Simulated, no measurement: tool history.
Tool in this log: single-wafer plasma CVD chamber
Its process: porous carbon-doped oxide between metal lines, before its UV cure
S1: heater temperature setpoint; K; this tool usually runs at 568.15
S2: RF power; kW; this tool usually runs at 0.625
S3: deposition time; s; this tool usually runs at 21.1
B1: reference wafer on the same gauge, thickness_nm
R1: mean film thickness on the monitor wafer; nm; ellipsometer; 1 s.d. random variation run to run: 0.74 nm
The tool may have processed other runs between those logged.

Run 1, hour 0.0: usual settings; B1 126.139. Result: R1 139.131 nm.
Run 2, hour 70.6: usual settings; B1 125.668. Result: R1 139.205 nm.
At hour 130.0: RF generator calibrated.
Run 3, hour 133.7: usual settings; B1 125.847. Result: R1 138.802 nm.
Run 4, hour 180.6: usual settings; B1 126.032. Result: R1 140.084 nm.
Run 5, hour 252.5: usual settings but S1 577.15 K; B1 125.938. Result: R1 131.652 nm.
Run 6, hour 314.0: usual settings but S1 577.15 K; B1 125.932. Result: R1 132.709 nm.
Run 7, hour 349.7: usual settings but S1 577.15 K; B1 125.915. Result: R1 130.740 nm.
Run 8, hour 376.7: usual settings but S1 577.15 K, S3 20.1 s; B1 126.161. Result: R1 125.786 nm.
Run 9, hour 410.5: usual settings; B1 125.840. Result: R1 138.282 nm.
Run 10, hour 452.9: usual settings; B1 125.680. Result: R1 139.171 nm.
Run 11, hour 517.0: usual settings but S1 572.15 K; B1 125.671. Result: R1 134.685 nm.
Run 12, hour 542.1: usual settings but S1 572.15 K; B1 125.866. Result: R1 136.587 nm.
Run 13, hour 628.3: usual settings but S2 0.710 kW; B1 125.831. Result: R1 157.972 nm.
At hour 653.7: thermocouple changed; heater temperature recalibrated.
Run 14, hour 693.1: usual settings but S2 0.710 kW; B1 126.054. Result: R1 157.453 nm.
At hour 708.6: showerhead replaced.
Run 15, hour 728.1: usual settings; B1 125.914. Result: R1 140.046 nm.
Run 16, hour 763.2: usual settings but S1 576.15 K, S2 0.550 kW, S3 22.6 s; B1 126.037. Result: R1 123.281 nm.
At hour 817.5: gauge calibrated.
Run 17, hour 827.5: usual settings; B1 126.019. Result: R1 138.947 nm.
Run 18, hour 852.0: usual settings; B1 125.891. Result: R1 139.755 nm.
Run 19, hour 966.4: usual settings but S1 554.15 K, S2 0.535 kW, S3 19.5 s; B1 126.173. Result: R1 121.953 nm.
Run 20, hour 999.4: usual settings but S1 581.15 K; B1 125.947. Result: R1 127.294 nm.
At hour 1139.1: RF generator calibrated.
Run 21, hour 1197.8: usual settings but S1 560.15 K, S2 0.685 kW, S3 18.8 s; B1 125.970. Result: R1 142.938 nm.
Run 22, hour 1290.9: usual settings but S1 581.15 K, S3 18.7 s; B1 126.113. Result: R1 115.187 nm.
Run 23, hour 1354.1: usual settings; B1 125.871. Result: R1 139.297 nm.
Run 24, hour 1381.2: usual settings but S1 575.15 K, S3 18.4 s; B1 125.983. Result: R1 116.247 nm.
Run 25, hour 1417.8: usual settings but S1 578.15 K, S2 0.505 kW, S3 23.9 s; B1 125.922. Result: R1 118.079 nm.
Run 26, hour 1458.6: usual settings but S1 560.15 K, S2 0.685 kW, S3 18.8 s; B1 126.088. Result: R1 144.346 nm.
Run 27, hour 1513.4: usual settings but S1 557.15 K, S2 0.660 kW, S3 17.5 s; B1 125.981. Result: R1 132.095 nm.
Run 28, hour 1580.3: usual settings; B1 126.152. Result: R1 139.723 nm.

State the hidden condition of the tool at each of the runs:
wafer temperature above the value expected at the setpoint (K): 0 in every run
delivered RF power above the setpoint (%): 0 in every run
gauge reads high (%): 0 in every run

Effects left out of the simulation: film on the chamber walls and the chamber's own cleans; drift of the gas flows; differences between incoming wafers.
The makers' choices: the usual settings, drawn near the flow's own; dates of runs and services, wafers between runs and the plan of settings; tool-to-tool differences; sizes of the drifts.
